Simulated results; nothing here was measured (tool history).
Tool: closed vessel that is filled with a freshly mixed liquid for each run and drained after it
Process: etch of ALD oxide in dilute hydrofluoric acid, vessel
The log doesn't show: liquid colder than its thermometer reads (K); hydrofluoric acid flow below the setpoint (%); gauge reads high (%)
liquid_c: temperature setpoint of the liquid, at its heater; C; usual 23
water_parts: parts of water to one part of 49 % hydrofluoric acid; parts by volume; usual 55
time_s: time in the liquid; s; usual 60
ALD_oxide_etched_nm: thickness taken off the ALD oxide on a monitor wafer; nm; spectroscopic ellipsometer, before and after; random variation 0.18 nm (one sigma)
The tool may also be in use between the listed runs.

run,hour,liquid_c,water_parts,time_s,wafers since the last listed run,hours since the thermometer was replaced,hours since the hydrofluoric acid flow meter was replaced,hours since the gauge calibration,"read-back film thickness of the ALD oxide reference wafer, read on the same gauge (nm)",ALD_oxide_etched_nm
1,0,23,55,60,0,1341,1726.6,485.9,100.03,21.41
2,15.4,23,55,60,1290,1356.4,1742,501.3,100.04,21.36
3,23.2,23,55,60,653,1364.2,1749.8,509.1,100,21.45
4,48.3,23,55,40,2104,1389.3,1774.9,534.2,99.97,14.28
5,65.9,23,55,40,1475,1406.9,1792.5,551.8,100.01,14.22
# hour 78.1: thermometer replaced
6,83.9,23,55,40,1425,5.8,1810.5,569.8,99.99,15.71
7,101.9,23,55,60,1508,23.8,1828.5,587.8,100.04,23.97
8,117.1,20.5,55,60,1274,39,1843.7,603,100.02,21.54
9,123.9,20.5,55,60,570,45.8,1850.5,609.8,100,21.42
10,135.4,23,55,60,964,57.3,1862,621.3,100,23.44
# hour 140.6: hydrofluoric acid flow meter replaced
11,151.1,23,55,60,1232,73,10.5,637,99.99,23.89
12,160.4,23,55,60,779,82.3,19.8,646.3,99.99,23.9
13,175,23,55,60,1223,96.9,34.4,660.9,100.04,23.58
# hour 185.9: gauge calibrated
14,191.9,23,30,35,1416,113.8,51.3,6,100.01,25.73
15,206.1,28,45,85,1190,128,65.5,20.2,100.01,50.54
16,215.7,18.5,45,60,804,137.6,75.1,29.8,99.97,24.04
17,227.1,27,70,60,955,149,86.5,41.2,99.98,20.97
18,236.9,27,80,60,821,158.8,96.3,51,100.01,18.4
19,246.4,20.5,25,70,796,168.3,105.8,60.5,99.99,56.16
20,263.8,23,55,60,1458,185.7,123.2,77.9,100,23.43
21,273.9,26,70,40,846,195.8,133.3,88,99.99,13.5
22,288.1,23,55,35,1190,210,147.5,102.2,99.99,13.73
23,340.6,20.5,55,60,4401,262.5,200,154.7,100.03,20.9
24,347,23,30,50,536,268.9,206.4,161.1,100.03,37.12
25,353.4,25.5,55,50,536,275.3,212.8,167.5,100,21.45
26,359.7,23,55,60,528,281.6,219.1,173.8,100.01,22.93
27,369.7,23,40,60,838,291.6,229.1,183.8,99.96,32.67
28,382.6,27.5,75,75,1081,304.5,242,196.7,100.01,24.82
29,390.7,20.5,55,60,679,312.6,250.1,204.8,100.04,20.71
30,407.2,23,55,60,1383,329.1,266.6,221.3,99.98,23.14
31,420.7,21,30,45,1131,342.6,280.1,234.8,99.99,30.19
32,429.7,20.5,75,80,754,351.6,289.1,243.8,99.99,19.89
33,443.8,28,35,90,1181,365.7,303.2,257.9,100,69.53
34,459.4,23,30,35,1307,381.3,318.8,273.5,100,25.35
35,473.5,20.5,55,45,1181,395.4,332.9,287.6,99.98,15.67

3 ways to go on from here, each from the tool as it stands after run 35. What would each give?
A,474.2,23,55,60,58,396.1,333.6,288.3,?,?
B,474.2,18.5,70,45,58,396.1,333.6,288.3,?,?
C,474.2,18,55,95,58,396.1,333.6,288.3,?,?

run,"read-back film thickness of the ALD oxide reference wafer, read on the same gauge (nm)",ALD_oxide_etched_nm
A,99.97,23.17
B,99.97,11.1
C,99.97,29.68
Without the tool's hidden state the same runs would have given:
run,ALD_oxide_etched_nm
A,23.88
B,11.45
C,30.62
